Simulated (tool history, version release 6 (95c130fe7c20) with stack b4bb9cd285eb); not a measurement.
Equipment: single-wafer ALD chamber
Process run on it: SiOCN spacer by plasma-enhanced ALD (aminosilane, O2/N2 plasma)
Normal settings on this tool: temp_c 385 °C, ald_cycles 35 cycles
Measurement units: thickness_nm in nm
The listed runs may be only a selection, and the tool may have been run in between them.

run     day  temp_c  ald_cycles  read-back reference wafer on the same gauge, thickness_nm  thickness_nm
  1   0.000     385          35                                                      1.802         2.022
  2   1.871     385          35                                                      1.803         2.029
  3   4.200     385          35                                                      1.801         2.022
  4   5.279     385          40                                                      1.801         2.323
  5   8.004     385          40                                                      1.797         2.299
  6   9.212     385          32                                                      1.797         1.846
  7  11.875     385          32                                                      1.797         1.837
  8  13.792     385          32                                                      1.793         1.850
  9  15.371     385          35                                                      1.794         2.014
 10  18.312     391          31                                                      1.790         1.778
 11  20.821     391          31                                                      1.788         1.778
     21.604  -- gauge calibrated
 12  22.021     385          35                                                      1.810         2.033
 13  23.167     385          35                                                      1.808         2.035
 14  24.479     385          34                                                      1.809         1.971
 15  27.429     385          34                                                      1.807         1.972
     29.717  -- thermocouple changed; heater temperature recalibrated
 16  30.062     385          31                                                      1.804         1.784
 17  32.075     395          29                                                      1.802         1.674
 18  33.112     385          32                                                      1.801         1.850
 19  35.429     394          35                                                      1.800         2.031
 20  38.146     375          29                                                      1.798         1.669
 21  39.425     393          32                                                      1.798         1.845
 22  40.588     385          30                                                      1.795         1.733
 23  42.538     372          30                                                      1.794         1.726
 24  44.921     374          29                                                      1.792         1.663
 25  46.604     385          33                                                      1.791         1.898
 26  48.488     385          35                                                      1.789         2.003
 27  50.450     385          40                                                      1.791         2.292
 28  52.062     380          31                                                      1.788         1.776
 29  53.758     396          39                                                      1.786         2.230
 30  56.071     395          40                                                      1.785         2.292

How would selected steps in thickness_nm from run to run divide? Give the signed amount a tool lacking its hidden state would still show from settings, what came in and random variation, and the signed amount left for the hidden state, including any gauge scatter that is not in both of the compared results.
Hidden conditions of the tool in this case: wafer temperature above the value expected at the setpoint (K); gauge reads high (%).
Run 5 -> 6: ald_cycles 40 -> 32. thickness_nm -0.453 nm: hidden state +0.001, all else -0.454.
Run 11 -> 12: temp_c 391 -> 385, ald_cycles 31 -> 35, gauge calibrated. thickness_nm +0.255 nm: hidden state +0.021, all else +0.234.
Run 26 -> 27: ald_cycles 35 -> 40. thickness_nm +0.289 nm: hidden state -0.005, all else +0.294.
Run 27 -> 28: temp_c 385 -> 380, ald_cycles 40 -> 31. thickness_nm -0.516 nm: hidden state +0.005, all else -0.521.
Run 28 -> 29: temp_c 380 -> 396, ald_cycles 31 -> 39. thickness_nm +0.454 nm: hidden state -0.007, all else +0.461.

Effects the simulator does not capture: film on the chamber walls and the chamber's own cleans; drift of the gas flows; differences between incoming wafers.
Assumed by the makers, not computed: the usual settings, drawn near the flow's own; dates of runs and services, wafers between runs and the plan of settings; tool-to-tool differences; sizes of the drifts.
